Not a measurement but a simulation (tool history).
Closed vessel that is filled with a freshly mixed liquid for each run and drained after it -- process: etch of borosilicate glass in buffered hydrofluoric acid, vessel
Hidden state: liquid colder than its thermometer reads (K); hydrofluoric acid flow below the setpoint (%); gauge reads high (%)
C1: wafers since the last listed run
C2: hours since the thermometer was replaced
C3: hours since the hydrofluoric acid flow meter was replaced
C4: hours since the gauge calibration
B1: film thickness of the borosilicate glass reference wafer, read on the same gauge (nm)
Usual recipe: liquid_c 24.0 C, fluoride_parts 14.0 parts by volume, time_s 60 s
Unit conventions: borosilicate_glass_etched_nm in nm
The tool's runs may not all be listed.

{"run": 1, "hour": 0.0, "liquid_c": 24.0, "fluoride_parts": 14.0, "time_s": 35, "C1": 0, "C2": 2181.2, "C3": 1745.5, "C4": 132.0, "B1": 69.99, "borosilicate_glass_etched_nm": 25.45}
{"run": 2, "hour": 6.0, "liquid_c": 24.0, "fluoride_parts": 14.0, "time_s": 35, "C1": 669, "C2": 2187.2, "C3": 1751.5, "C4": 138.0, "B1": 69.99, "borosilicate_glass_etched_nm": 25.39}
{"run": 3, "hour": 12.1, "liquid_c": 24.0, "fluoride_parts": 14.0, "time_s": 60, "C1": 680, "C2": 2193.3, "C3": 1757.6, "C4": 144.1, "B1": 69.98, "borosilicate_glass_etched_nm": 43.28}
{"run": 4, "hour": 22.6, "liquid_c": 24.0, "fluoride_parts": 14.0, "time_s": 60, "C1": 1171, "C2": 2203.8, "C3": 1768.1, "C4": 154.6, "B1": 69.97, "borosilicate_glass_etched_nm": 43.63}
{"run": 5, "hour": 30.4, "liquid_c": 21.5, "fluoride_parts": 14.0, "time_s": 60, "C1": 869, "C2": 2211.6, "C3": 1775.9, "C4": 162.4, "B1": 69.98, "borosilicate_glass_etched_nm": 38.11}
{"run": 6, "hour": 41.6, "liquid_c": 21.5, "fluoride_parts": 14.0, "time_s": 60, "C1": 1249, "C2": 2222.8, "C3": 1787.1, "C4": 173.6, "B1": 69.98, "borosilicate_glass_etched_nm": 37.92}
{"run": 7, "hour": 49.5, "liquid_c": 24.0, "fluoride_parts": 14.0, "time_s": 60, "C1": 881, "C2": 2230.7, "C3": 1795.0, "C4": 181.5, "B1": 70.02, "borosilicate_glass_etched_nm": 43.56}
{"run": 8, "hour": 65.0, "liquid_c": 24.0, "fluoride_parts": 14.0, "time_s": 60, "C1": 1728, "C2": 2246.2, "C3": 1810.5, "C4": 197.0, "B1": 69.98, "borosilicate_glass_etched_nm": 43.13}
{"run": 9, "hour": 73.4, "liquid_c": 24.0, "fluoride_parts": 14.0, "time_s": 60, "C1": 936, "C2": 2254.6, "C3": 1818.9, "C4": 205.4, "B1": 69.99, "borosilicate_glass_etched_nm": 43.11}
{"run": 10, "hour": 82.9, "liquid_c": 24.0, "fluoride_parts": 12.0, "time_s": 60, "C1": 1059, "C2": 2264.1, "C3": 1828.4, "C4": 214.9, "B1": 69.99, "borosilicate_glass_etched_nm": 50.25}
{"hour": 87.2, "done": "hydrofluoric acid flow meter replaced"}
{"run": 11, "hour": 96.0, "liquid_c": 25.5, "fluoride_parts": 15.5, "time_s": 90, "C1": 1349, "C2": 2277.2, "C3": 8.8, "C4": 228.0, "B1": 69.96, "borosilicate_glass_etched_nm": 73.69}
{"run": 12, "hour": 108.9, "liquid_c": 24.0, "fluoride_parts": 14.0, "time_s": 60, "C1": 1438, "C2": 2290.1, "C3": 21.7, "C4": 240.9, "B1": 69.97, "borosilicate_glass_etched_nm": 50.03}
{"hour": 112.6, "done": "gauge calibrated"}
{"hour": 114.1, "done": "thermometer replaced"}
{"run": 13, "hour": 124.4, "liquid_c": 26.0, "fluoride_parts": 17.0, "time_s": 90, "C1": 1617, "C2": 10.3, "C3": 37.2, "C4": 11.8, "B1": 70.01, "borosilicate_glass_etched_nm": 68.61}
{"run": 14, "hour": 131.1, "liquid_c": 21.0, "fluoride_parts": 19.0, "time_s": 70, "C1": 747, "C2": 17.0, "C3": 43.9, "C4": 18.5, "B1": 70.0, "borosilicate_glass_etched_nm": 36.4}
{"run": 15, "hour": 148.0, "liquid_c": 20.0, "fluoride_parts": 14.0, "time_s": 75, "C1": 1884, "C2": 33.9, "C3": 60.8, "C4": 35.4, "B1": 70.0, "borosilicate_glass_etched_nm": 49.95}
{"run": 16, "hour": 155.9, "liquid_c": 25.5, "fluoride_parts": 12.0, "time_s": 75, "C1": 881, "C2": 41.8, "C3": 68.7, "C4": 43.3, "B1": 70.01, "borosilicate_glass_etched_nm": 78.47}
{"run": 17, "hour": 172.5, "liquid_c": 21.5, "fluoride_parts": 16.0, "time_s": 60, "C1": 1851, "C2": 58.4, "C3": 85.3, "C4": 59.9, "B1": 69.98, "borosilicate_glass_etched_nm": 38.04}
{"run": 18, "hour": 185.8, "liquid_c": 24.0, "fluoride_parts": 14.0, "time_s": 60, "C1": 1483, "C2": 71.7, "C3": 98.6, "C4": 73.2, "B1": 70.01, "borosilicate_glass_etched_nm": 49.63}
{"run": 19, "hour": 208.5, "liquid_c": 27.0, "fluoride_parts": 12.5, "time_s": 40, "C1": 2531, "C2": 94.4, "C3": 121.3, "C4": 95.9, "B1": 70.02, "borosilicate_glass_etched_nm": 43.37}
{"run": 20, "hour": 218.1, "liquid_c": 28.0, "fluoride_parts": 9.0, "time_s": 60, "C1": 1070, "C2": 104.0, "C3": 130.9, "C4": 105.5, "B1": 70.0, "borosilicate_glass_etched_nm": 91.57}

Table of differences, measured result less the result of that run with no hidden state. Run-to-run variation is the same in both. Gauge scatter possibly is not:
run=1 borosilicate_glass_etched_nm=-3.85
run=2 borosilicate_glass_etched_nm=-3.85
run=3 borosilicate_glass_etched_nm=-6.61
run=4 borosilicate_glass_etched_nm=-6.70
run=5 borosilicate_glass_etched_nm=-5.88
run=6 borosilicate_glass_etched_nm=-5.89
run=7 borosilicate_glass_etched_nm=-6.79
run=8 borosilicate_glass_etched_nm=-6.78
run=9 borosilicate_glass_etched_nm=-6.80
run=10 borosilicate_glass_etched_nm=-7.96
run=11 borosilicate_glass_etched_nm=-0.24
run=12 borosilicate_glass_etched_nm=-0.20
run=13 borosilicate_glass_etched_nm=-0.35
run=14 borosilicate_glass_etched_nm=-0.20
run=15 borosilicate_glass_etched_nm=-0.33
run=16 borosilicate_glass_etched_nm=-0.55
run=17 borosilicate_glass_etched_nm=-0.31
run=18 borosilicate_glass_etched_nm=-0.45
run=19 borosilicate_glass_etched_nm=-0.45
run=20 borosilicate_glass_etched_nm=-0.66
